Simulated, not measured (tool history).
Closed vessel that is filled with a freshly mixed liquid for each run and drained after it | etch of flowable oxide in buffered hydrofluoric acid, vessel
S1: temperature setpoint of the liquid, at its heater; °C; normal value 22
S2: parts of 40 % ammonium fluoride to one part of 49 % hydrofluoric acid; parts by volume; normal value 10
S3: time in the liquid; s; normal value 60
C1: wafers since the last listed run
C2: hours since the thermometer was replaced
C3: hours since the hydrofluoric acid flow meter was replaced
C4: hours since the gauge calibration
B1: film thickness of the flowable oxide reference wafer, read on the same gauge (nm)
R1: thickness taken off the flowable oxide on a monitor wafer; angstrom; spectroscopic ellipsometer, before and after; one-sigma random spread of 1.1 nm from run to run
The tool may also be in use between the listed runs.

{"run": 1, "day": 0.0, "S1": 22, "S2": 10, "S3": 60, "C1": 0, "C2": 559, "C3": 1628.5, "C4": 686.3, "B1": 120, "R1": 2107.3}
{"run": 2, "day": 1.2, "S1": 22, "S2": 10, "S3": 60, "C1": 2654, "C2": 587.8, "C3": 1657.3, "C4": 715.1, "B1": 119.98, "R1": 2077.1}
{"run": 3, "day": 4.167, "S1": 22, "S2": 10, "S3": 60, "C1": 6562, "C2": 659, "C3": 1728.5, "C4": 786.3, "B1": 120.02, "R1": 2074.4}
{"run": 4, "day": 5.825, "S1": 22, "S2": 10, "S3": 60, "C1": 3668, "C2": 698.8, "C3": 1768.3, "C4": 826.1, "B1": 119.98, "R1": 2058.6}
{"run": 5, "day": 9.571, "S1": 22, "S2": 10, "S3": 60, "C1": 8286, "C2": 788.7, "C3": 1858.2, "C4": 916, "B1": 120, "R1": 2058.9}
{"run": 6, "day": 11.925, "S1": 22, "S2": 10, "S3": 60, "C1": 5207, "C2": 845.2, "C3": 1914.7, "C4": 972.5, "B1": 120, "R1": 2036.8}
{"day": 12.792, "done": "gauge calibrated"}
{"run": 7, "day": 14.442, "S1": 22, "S2": 10, "S3": 60, "C1": 5567, "C2": 905.6, "C3": 1975.1, "C4": 39.6, "B1": 120, "R1": 2043.7}
{"run": 8, "day": 15.504, "S1": 22, "S2": 10, "S3": 35, "C1": 2350, "C2": 931.1, "C3": 2000.6, "C4": 65.1, "B1": 120.02, "R1": 1198.5}
{"day": 16.012, "done": "hydrofluoric acid flow meter replaced"}
{"day": 16.979, "done": "thermometer replaced"}
{"run": 9, "day": 23.479, "S1": 26, "S2": 13.5, "S3": 35, "C1": 17457, "C2": 156, "C3": 179.2, "C4": 256.5, "B1": 120.01, "R1": 1176.9}
{"run": 10, "day": 24.704, "S1": 22, "S2": 12.5, "S3": 60, "C1": 2709, "C2": 185.4, "C3": 208.6, "C4": 285.9, "B1": 119.99, "R1": 1763.3}
{"run": 11, "day": 32.146, "S1": 22, "S2": 10, "S3": 60, "C1": 16462, "C2": 364, "C3": 387.2, "C4": 464.5, "B1": 120, "R1": 2153}
{"run": 12, "day": 34.638, "S1": 20, "S2": 6.5, "S3": 85, "C1": 5511, "C2": 423.8, "C3": 447, "C4": 524.3, "B1": 119.98, "R1": 4064.5}
{"run": 13, "day": 35.971, "S1": 22, "S2": 10, "S3": 60, "C1": 2949, "C2": 455.8, "C3": 479, "C4": 556.3, "B1": 119.99, "R1": 2120.5}
{"run": 14, "day": 38.417, "S1": 25, "S2": 12, "S3": 60, "C1": 5410, "C2": 514.5, "C3": 537.7, "C4": 615, "B1": 120.02, "R1": 2101.4}

Here are 4 independent what-if runs from the current tool condition. What would each one return?
{"run": "A", "day": 38.446, "S1": 22, "S2": 10, "S3": 90, "C1": 64, "C2": 515.2, "C3": 538.4, "C4": 615.7, "B1": "?", "R1": "?"}
{"run": "B", "day": 38.446, "S1": 24.5, "S2": 8.5, "S3": 60, "C1": 64, "C2": 515.2, "C3": 538.4, "C4": 615.7, "B1": "?", "R1": "?"}
{"run": "C", "day": 38.446, "S1": 20.5, "S2": 8.5, "S3": 40, "C1": 64, "C2": 515.2, "C3": 538.4, "C4": 615.7, "B1": "?", "R1": "?"}
{"run": "D", "day": 38.446, "S1": 24.5, "S2": 7.5, "S3": 60, "C1": 64, "C2": 515.2, "C3": 538.4, "C4": 615.7, "B1": "?", "R1": "?"}

run=A B1=120 R1=3204.2
run=B B1=120 R1=2786.9
run=C B1=120 R1=1489.3
run=D B1=120 R1=3191.2
Had the tool no hidden state, the same runs would have come out as:
run=A R1=3327.1
run=B R1=2891.9
run=C R1=1547
run=D R1=3311.5
